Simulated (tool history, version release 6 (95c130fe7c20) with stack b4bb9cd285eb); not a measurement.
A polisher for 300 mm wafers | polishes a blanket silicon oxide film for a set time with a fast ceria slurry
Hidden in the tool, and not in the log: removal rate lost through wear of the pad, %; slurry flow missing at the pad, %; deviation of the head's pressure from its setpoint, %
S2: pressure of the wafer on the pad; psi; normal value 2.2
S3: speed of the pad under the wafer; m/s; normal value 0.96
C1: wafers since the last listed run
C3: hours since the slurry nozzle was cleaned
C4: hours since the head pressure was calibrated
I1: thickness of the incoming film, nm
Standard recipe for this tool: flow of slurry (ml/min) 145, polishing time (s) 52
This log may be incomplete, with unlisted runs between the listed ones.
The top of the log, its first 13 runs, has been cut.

{"run": 14, "hour": 797.2, "flow of slurry (ml/min)": 145, "S2": 2.2, "S3": 0.96, "polishing time (s)": 52, "C1": 839, "wafers polished on this pad": 3608, "C3": 172.9, "C4": 891.9, "I1": 2789, "film removed (Å)": 5669}
{"run": 15, "hour": 837.8, "flow of slurry (ml/min)": 145, "S2": 2.2, "S3": 0.96, "polishing time (s)": 52, "C1": 512, "wafers polished on this pad": 4120, "C3": 213.5, "C4": 932.5, "I1": 2820.9, "film removed (Å)": 5657}
{"run": 16, "hour": 883.5, "flow of slurry (ml/min)": 145, "S2": 2.2, "S3": 0.96, "polishing time (s)": 52, "C1": 576, "wafers polished on this pad": 4696, "C3": 259.2, "C4": 978.2, "I1": 2819.4, "film removed (Å)": 5584}
{"run": 17, "hour": 913.1, "flow of slurry (ml/min)": 145, "S2": 1.8, "S3": 0.96, "polishing time (s)": 58, "C1": 373, "wafers polished on this pad": 5070, "C3": 288.8, "C4": 1007.8, "I1": 2828.5, "film removed (Å)": 5659}
{"hour": 952.1, "done": "worn pad replaced by a new one"}
{"run": 18, "hour": 962.4, "flow of slurry (ml/min)": 145, "S2": 2.2, "S3": 0.96, "polishing time (s)": 52, "C1": 571, "wafers polished on this pad": 129, "C3": 338.1, "C4": 1057.1, "I1": 2794, "film removed (Å)": 5727}
{"run": 19, "hour": 994.9, "flow of slurry (ml/min)": 145, "S2": 2.9, "S3": 0.68, "polishing time (s)": 52, "C1": 409, "wafers polished on this pad": 539, "C3": 370.6, "C4": 1089.6, "I1": 2813.5, "film removed (Å)": 5509}
{"run": 20, "hour": 1047.5, "flow of slurry (ml/min)": 145, "S2": 2.7, "S3": 0.64, "polishing time (s)": 65, "C1": 663, "wafers polished on this pad": 1203, "C3": 423.2, "C4": 1142.2, "I1": 2853.1, "film removed (Å)": 6368}
{"run": 21, "hour": 1087.1, "flow of slurry (ml/min)": 160, "S2": 2.6, "S3": 0.8, "polishing time (s)": 68, "C1": 499, "wafers polished on this pad": 1702, "C3": 462.8, "C4": 1181.8, "I1": 2790.4, "film removed (Å)": 7558}
{"hour": 1098.6, "done": "slurry nozzle cleaned"}
{"hour": 1128.4, "done": "head pressure recalibrated"}
{"run": 22, "hour": 1128.9, "flow of slurry (ml/min)": 105, "S2": 2.2, "S3": 1.12, "polishing time (s)": 52, "C1": 489, "wafers polished on this pad": 2191, "C3": 30.3, "C4": 0.5, "I1": 2830.9, "film removed (Å)": 5778}
{"run": 23, "hour": 1172.3, "flow of slurry (ml/min)": 190, "S2": 2.7, "S3": 1.28, "polishing time (s)": 34, "C1": 547, "wafers polished on this pad": 2739, "C3": 73.7, "C4": 43.9, "I1": 2794.4, "film removed (Å)": 5258}
{"run": 24, "hour": 1243.2, "flow of slurry (ml/min)": 175, "S2": 2.2, "S3": 0.96, "polishing time (s)": 69, "C1": 894, "wafers polished on this pad": 3633, "C3": 144.6, "C4": 114.8, "I1": 2822, "film removed (Å)": 7841}
{"run": 25, "hour": 1268.4, "flow of slurry (ml/min)": 145, "S2": 2.2, "S3": 0.96, "polishing time (s)": 46, "C1": 317, "wafers polished on this pad": 3951, "C3": 169.8, "C4": 140, "I1": 2784.1, "film removed (Å)": 5126}
{"run": 26, "hour": 1325.6, "flow of slurry (ml/min)": 145, "S2": 2.2, "S3": 0.96, "polishing time (s)": 45, "C1": 721, "wafers polished on this pad": 4672, "C3": 227, "C4": 197.2, "I1": 2821.5, "film removed (Å)": 4931}
{"run": 27, "hour": 1369.5, "flow of slurry (ml/min)": 145, "S2": 2.2, "S3": 0.96, "polishing time (s)": 52, "C1": 553, "wafers polished on this pad": 5226, "C3": 270.9, "C4": 241.1, "I1": 2796.2, "film removed (Å)": 5724}
{"hour": 1411.5, "done": "worn pad replaced by a new one"}
{"run": 28, "hour": 1415.0, "flow of slurry (ml/min)": 190, "S2": 2.2, "S3": 0.96, "polishing time (s)": 52, "C1": 523, "wafers polished on this pad": 43, "C3": 316.4, "C4": 286.6, "I1": 2804.2, "film removed (Å)": 6107}
{"run": 29, "hour": 1479.0, "flow of slurry (ml/min)": 145, "S2": 2.2, "S3": 0.96, "polishing time (s)": 52, "C1": 807, "wafers polished on this pad": 850, "C3": 380.4, "C4": 350.6, "I1": 2850.7, "film removed (Å)": 5774}
{"run": 30, "hour": 1510.2, "flow of slurry (ml/min)": 195, "S2": 2.5, "S3": 0.96, "polishing time (s)": 52, "C1": 393, "wafers polished on this pad": 1244, "C3": 411.6, "C4": 381.8, "I1": 2798.5, "film removed (Å)": 6453}
{"run": 31, "hour": 1548.7, "flow of slurry (ml/min)": 145, "S2": 2.2, "S3": 0.96, "polishing time (s)": 52, "C1": 485, "wafers polished on this pad": 1729, "C3": 450.1, "C4": 420.3, "I1": 2780.6, "film removed (Å)": 5687}
{"hour": 1563.8, "done": "slurry nozzle cleaned"}
{"run": 32, "hour": 1573.3, "flow of slurry (ml/min)": 190, "S2": 2.7, "S3": 1.28, "polishing time (s)": 34, "C1": 297, "wafers polished on this pad": 2027, "C3": 9.5, "C4": 444.9, "I1": 2814.9, "film removed (Å)": 5219}
{"run": 33, "hour": 1637.5, "flow of slurry (ml/min)": 145, "S2": 2.2, "S3": 0.96, "polishing time (s)": 58, "C1": 809, "wafers polished on this pad": 2837, "C3": 73.7, "C4": 509.1, "I1": 2800.7, "film removed (Å)": 6344}
{"run": 34, "hour": 1701.1, "flow of slurry (ml/min)": 190, "S2": 2.7, "S3": 1.28, "polishing time (s)": 34, "C1": 802, "wafers polished on this pad": 3639, "C3": 137.3, "C4": 572.7, "I1": 2784.5, "film removed (Å)": 5221}
{"run": 35, "hour": 1730.8, "flow of slurry (ml/min)": 100, "S2": 1.9, "S3": 0.96, "polishing time (s)": 58, "C1": 374, "wafers polished on this pad": 4014, "C3": 167, "C4": 602.4, "I1": 2813.2, "film removed (Å)": 5274}
{"run": 36, "hour": 1781.7, "flow of slurry (ml/min)": 145, "S2": 2.2, "S3": 0.96, "polishing time (s)": 52, "C1": 641, "wafers polished on this pad": 4656, "C3": 217.9, "C4": 653.3, "I1": 2771, "film removed (Å)": 5706}
{"run": 37, "hour": 1844.4, "flow of slurry (ml/min)": 145, "S2": 2.2, "S3": 0.96, "polishing time (s)": 52, "C1": 790, "wafers polished on this pad": 5446, "C3": 280.6, "C4": 716, "I1": 2856.9, "film removed (Å)": 5700}

Predict each of these 4 candidate next runs independently; none follows another, all start after run 37:
{"run": "A", "hour": 1844.8, "flow of slurry (ml/min)": 145, "S2": 1.5, "S3": 0.96, "polishing time (s)": 52, "C1": 5, "wafers polished on this pad": 5451, "C3": 281, "C4": 716.4, "I1": 2804.2, "film removed (Å)": "?"}
{"run": "B", "hour": 1844.8, "flow of slurry (ml/min)": 145, "S2": 2.6, "S3": 1.24, "polishing time (s)": 34, "C1": 5, "wafers polished on this pad": 5451, "C3": 281, "C4": 716.4, "I1": 2804.2, "film removed (Å)": "?"}
{"run": "C", "hour": 1844.8, "flow of slurry (ml/min)": 160, "S2": 2.2, "S3": 0.84, "polishing time (s)": 52, "C1": 5, "wafers polished on this pad": 5451, "C3": 281, "C4": 716.4, "I1": 2804.2, "film removed (Å)": "?"}
{"run": "D", "hour": 1844.8, "flow of slurry (ml/min)": 125, "S2": 2.5, "S3": 0.74, "polishing time (s)": 57, "C1": 5, "wafers polished on this pad": 5451, "C3": 281, "C4": 716.4, "I1": 2804.2, "film removed (Å)": "?"}

run=A film_removed_(Å)=4720
run=B film_removed_(Å)=4726
run=C film_removed_(Å)=5381
run=D film_removed_(Å)=5590
What these runs would have given with no unlogged condition in the tool:
run=A film_removed_(Å)=4851
run=B film_removed_(Å)=4858
run=C film_removed_(Å)=5531
run=D film_removed_(Å)=5746

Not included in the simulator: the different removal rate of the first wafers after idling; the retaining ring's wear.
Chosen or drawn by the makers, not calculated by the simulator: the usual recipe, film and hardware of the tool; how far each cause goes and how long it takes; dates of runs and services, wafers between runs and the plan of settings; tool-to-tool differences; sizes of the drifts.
